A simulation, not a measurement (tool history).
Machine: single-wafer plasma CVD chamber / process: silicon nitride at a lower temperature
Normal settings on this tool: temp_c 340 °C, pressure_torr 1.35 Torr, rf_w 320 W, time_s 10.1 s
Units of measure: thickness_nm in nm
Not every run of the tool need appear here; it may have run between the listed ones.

| run | day | temp_c | pressure_torr | rf_w | time_s | read-back reference wafer on the same gauge, thickness_nm | thickness_nm |
|---|---|---|---|---|---|---|---|
| 1 | 0.000 | 340 | 1.35 | 335 | 10.1 | 9.397 | 10.880 |
| 2 | 0.283 | 340 | 1.35 | 320 | 10.1 | 9.398 | 10.600 |
| 3 | 0.946 | 340 | 1.35 | 345 | 10.1 | 9.396 | 11.048 |
| 4 | 1.354 | 340 | 1.35 | 345 | 10.1 | 9.398 | 10.978 |
| 5 | 1.992 | 340 | 1.35 | 345 | 10.1 | 9.394 | 11.034 |
| 6 | 2.350 | 340 | 1.35 | 320 | 11.6 | 9.395 | 12.157 |
| 7 | 2.608 | 340 | 1.35 | 320 | 10.1 | 9.402 | 10.576 |
| 8 | 3.200 | 340 | 1.35 | 320 | 10.1 | 9.400 | 10.555 |
| 9 | 3.571 | 340 | 1.35 | 350 | 10.1 | 9.401 | 11.072 |
| 10 | 4.283 | 340 | 1.35 | 320 | 9.1 | 9.397 | 9.486 |
|  | 4.862 | RF generator calibrated |
| 11 | 4.883 | 340 | 1.35 | 320 | 9.1 | 9.403 | 9.816 |
| 12 | 4.896 | 340 | 1.35 | 320 | 9.1 | 9.397 | 9.845 |
| 13 | 5.175 | 340 | 1.35 | 370 | 11.7 | 9.401 | 13.615 |
|  | 5.592 | gauge calibrated |
| 14 | 5.846 | 340 | 1.35 | 320 | 10.1 | 9.399 | 10.923 |
|  | 6.183 | thermocouple changed; heater temperature recalibrated |
| 15 | 6.288 | 345 | 1.35 | 320 | 10.1 | 9.406 | 10.914 |
|  | 6.900 | capacitance manometer re-zeroed and calibrated |
| 16 | 7.004 | 328 | 1.67 | 360 | 9.3 | 9.404 | 11.328 |
| 17 | 7.496 | 332 | 1.11 | 350 | 11.7 | 9.399 | 12.468 |

Run 18 has not been measured yet. What should we expect?
| 18 | 7.912 | 340 | 1.35 | 320 | 10.1 | ? | ? |

Run 18 gave read-back reference wafer on the same gauge, thickness_nm 9.406, thickness_nm 10.929 nm.
The same run, on a tool lacking any hidden state, would have yielded thickness_nm 10.958 nm.
